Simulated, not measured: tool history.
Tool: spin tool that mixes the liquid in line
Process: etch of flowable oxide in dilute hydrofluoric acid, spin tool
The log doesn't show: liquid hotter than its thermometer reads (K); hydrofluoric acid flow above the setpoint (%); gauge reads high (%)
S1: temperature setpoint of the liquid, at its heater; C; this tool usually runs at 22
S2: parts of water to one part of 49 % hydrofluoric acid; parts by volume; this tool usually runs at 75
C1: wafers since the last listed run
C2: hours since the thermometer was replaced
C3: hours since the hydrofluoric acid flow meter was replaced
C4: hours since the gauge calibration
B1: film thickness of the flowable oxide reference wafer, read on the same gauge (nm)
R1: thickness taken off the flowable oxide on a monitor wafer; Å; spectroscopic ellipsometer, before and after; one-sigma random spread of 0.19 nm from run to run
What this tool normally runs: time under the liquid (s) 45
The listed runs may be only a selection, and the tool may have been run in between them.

{"run": 1, "hour": 0.0, "S1": 22, "S2": 75, "time under the liquid (s)": 35, "C1": 0, "C2": 2606.6, "C3": 1125.4, "C4": 159.3, "B1": 120.01, "R1": 289.7}
{"run": 2, "hour": 48.1, "S1": 22, "S2": 75, "time under the liquid (s)": 35, "C1": 601, "C2": 2654.7, "C3": 1173.5, "C4": 207.4, "B1": 120, "R1": 292.2}
{"run": 3, "hour": 61.1, "S1": 22, "S2": 75, "time under the liquid (s)": 45, "C1": 162, "C2": 2667.7, "C3": 1186.5, "C4": 220.4, "B1": 120, "R1": 378.6}
{"run": 4, "hour": 70.7, "S1": 22, "S2": 75, "time under the liquid (s)": 45, "C1": 120, "C2": 2677.3, "C3": 1196.1, "C4": 230, "B1": 120, "R1": 378.3}
{"hour": 101.8, "done": "thermometer replaced"}
{"run": 5, "hour": 112.7, "S1": 22, "S2": 75, "time under the liquid (s)": 45, "C1": 512, "C2": 10.9, "C3": 1238.1, "C4": 272, "B1": 119.99, "R1": 380.1}
{"run": 6, "hour": 125.3, "S1": 22, "S2": 75, "time under the liquid (s)": 30, "C1": 157, "C2": 23.5, "C3": 1250.7, "C4": 284.6, "B1": 119.99, "R1": 253.2}
{"run": 7, "hour": 138.4, "S1": 22, "S2": 75, "time under the liquid (s)": 45, "C1": 163, "C2": 36.6, "C3": 1263.8, "C4": 297.7, "B1": 119.99, "R1": 380}
{"hour": 148.5, "done": "gauge calibrated"}
{"run": 8, "hour": 191.4, "S1": 22, "S2": 75, "time under the liquid (s)": 45, "C1": 662, "C2": 89.6, "C3": 1316.8, "C4": 42.9, "B1": 120.02, "R1": 382.4}
{"run": 9, "hour": 205.0, "S1": 22, "S2": 75, "time under the liquid (s)": 45, "C1": 170, "C2": 103.2, "C3": 1330.4, "C4": 56.5, "B1": 120, "R1": 382.9}
{"run": 10, "hour": 214.1, "S1": 22, "S2": 75, "time under the liquid (s)": 45, "C1": 113, "C2": 112.3, "C3": 1339.5, "C4": 65.6, "B1": 120, "R1": 383.2}
{"hour": 231.7, "done": "hydrofluoric acid flow meter replaced"}
{"run": 11, "hour": 232.2, "S1": 19.5, "S2": 75, "time under the liquid (s)": 30, "C1": 213, "C2": 130.4, "C3": 0.5, "C4": 83.7, "B1": 120, "R1": 200.7}
{"run": 12, "hour": 244.4, "S1": 22, "S2": 75, "time under the liquid (s)": 45, "C1": 152, "C2": 142.6, "C3": 12.7, "C4": 95.9, "B1": 120.04, "R1": 337.1}
{"run": 13, "hour": 260.9, "S1": 20.5, "S2": 110, "time under the liquid (s)": 65, "C1": 206, "C2": 159.1, "C3": 29.2, "C4": 112.4, "B1": 119.98, "R1": 299.2}
{"run": 14, "hour": 268.3, "S1": 24.5, "S2": 40, "time under the liquid (s)": 35, "C1": 92, "C2": 166.5, "C3": 36.6, "C4": 119.8, "B1": 120, "R1": 571}
{"run": 15, "hour": 285.8, "S1": 19.5, "S2": 110, "time under the liquid (s)": 65, "C1": 218, "C2": 184, "C3": 54.1, "C4": 137.3, "B1": 120, "R1": 291.2}
{"run": 16, "hour": 295.7, "S1": 22, "S2": 35, "time under the liquid (s)": 45, "C1": 123, "C2": 193.9, "C3": 64, "C4": 147.2, "B1": 120.01, "R1": 762.8}
{"run": 17, "hour": 305.4, "S1": 19.5, "S2": 115, "time under the liquid (s)": 25, "C1": 121, "C2": 203.6, "C3": 73.7, "C4": 156.9, "B1": 120.02, "R1": 105.8}
{"run": 18, "hour": 323.4, "S1": 26.5, "S2": 75, "time under the liquid (s)": 45, "C1": 225, "C2": 221.6, "C3": 91.7, "C4": 174.9, "B1": 120, "R1": 405.3}

Forecast each of these 5 alternatives for the next run:
{"run": "A", "hour": 323.8, "S1": 22, "S2": 40, "time under the liquid (s)": 45, "C1": 5, "C2": 222, "C3": 92.1, "C4": 175.3, "B1": "?", "R1": "?"}
{"run": "B", "hour": 323.8, "S1": 17.5, "S2": 95, "time under the liquid (s)": 65, "C1": 5, "C2": 222, "C3": 92.1, "C4": 175.3, "B1": "?", "R1": "?"}
{"run": "C", "hour": 323.8, "S1": 20.5, "S2": 85, "time under the liquid (s)": 65, "C1": 5, "C2": 222, "C3": 92.1, "C4": 175.3, "B1": "?", "R1": "?"}
{"run": "D", "hour": 323.8, "S1": 22, "S2": 85, "time under the liquid (s)": 55, "C1": 5, "C2": 222, "C3": 92.1, "C4": 175.3, "B1": "?", "R1": "?"}
{"run": "E", "hour": 323.8, "S1": 22, "S2": 105, "time under the liquid (s)": 45, "C1": 5, "C2": 222, "C3": 92.1, "C4": 175.3, "B1": "?", "R1": "?"}

run=A B1=119.97 R1=667.5
run=B B1=119.97 R1=315.3
run=C B1=119.97 R1=403.7
run=D B1=119.97 R1=363.3
run=E B1=119.97 R1=235.1
Without the tool's hidden state the same runs would have given:
run=A R1=660.7
run=B R1=311.8
run=C R1=399.4
run=D R1=359.4
run=E R1=232.5
